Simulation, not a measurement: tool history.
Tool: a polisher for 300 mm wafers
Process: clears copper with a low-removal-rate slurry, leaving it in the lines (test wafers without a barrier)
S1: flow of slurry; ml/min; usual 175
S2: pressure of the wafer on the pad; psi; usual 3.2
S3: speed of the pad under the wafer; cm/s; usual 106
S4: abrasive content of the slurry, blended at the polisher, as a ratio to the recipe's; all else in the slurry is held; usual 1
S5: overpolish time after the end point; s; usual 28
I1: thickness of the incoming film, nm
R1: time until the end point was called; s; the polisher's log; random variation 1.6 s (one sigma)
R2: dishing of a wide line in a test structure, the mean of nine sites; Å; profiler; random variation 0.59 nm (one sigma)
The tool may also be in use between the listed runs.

run	hour	S1	S2	S3	S4	S5	I1	R1	R2
1	0	220	3.2	106	1	28	265.8	91.3	509
2	6.4	220	3.2	106	1	28	263.8	90.9	510
3	40	175	3.2	106	1	28	265.8	97.4	495
4	49.2	175	3.2	106	1	28	268.6	96.1	493
# hour 63.9: slurry nozzle cleaned
5	64.4	130	3.2	106	1	28	268	103.5	474
6	77.4	175	3.2	106	1	28	268.4	101.2	489
7	95	175	3.2	106	1	28	266.5	101.7	475
# hour 107.3: worn pad replaced by a new one
8	107.8	175	3.2	106	1	28	267	92.2	523
9	113.4	230	3.2	90	1	42	260.1	97.1	650
10	123.8	145	3.2	94	0.9	28	267.6	105.3	475
11	139.3	225	2.3	138	1	28	259.9	86	511
12	146.4	175	3.2	106	1	28	269	88.6	527
# hour 148.9: slurry blender recalibrated
# hour 154: head pressure recalibrated
13	155.1	130	3.2	106	1	28	263.9	95.4	503
14	163.7	220	4	106	0.9	28	267.2	78.9	594
15	181.5	175	3.9	106	1	28	260.4	80	578
16	191	175	3.2	106	1	28	265.4	91.9	508
17	206.7	175	2.5	128	1.25	43	267.5	90.9	687

Forecast each of these 3 alternatives for the next run:
A	207.1	175	2.2	106	1	28	265.1	?	?
B	207.1	175	2.7	130	1	28	265.1	?	?
C	207.1	175	3.2	78	1	28	265.1	?	?

run	R1	R2
A	116.7	422
B	87.7	529
C	113.9	436
Without the tool's hidden state the same runs would have given:
run	R1	R2
A	112.5	435
B	84.6	543
C	109.8	449

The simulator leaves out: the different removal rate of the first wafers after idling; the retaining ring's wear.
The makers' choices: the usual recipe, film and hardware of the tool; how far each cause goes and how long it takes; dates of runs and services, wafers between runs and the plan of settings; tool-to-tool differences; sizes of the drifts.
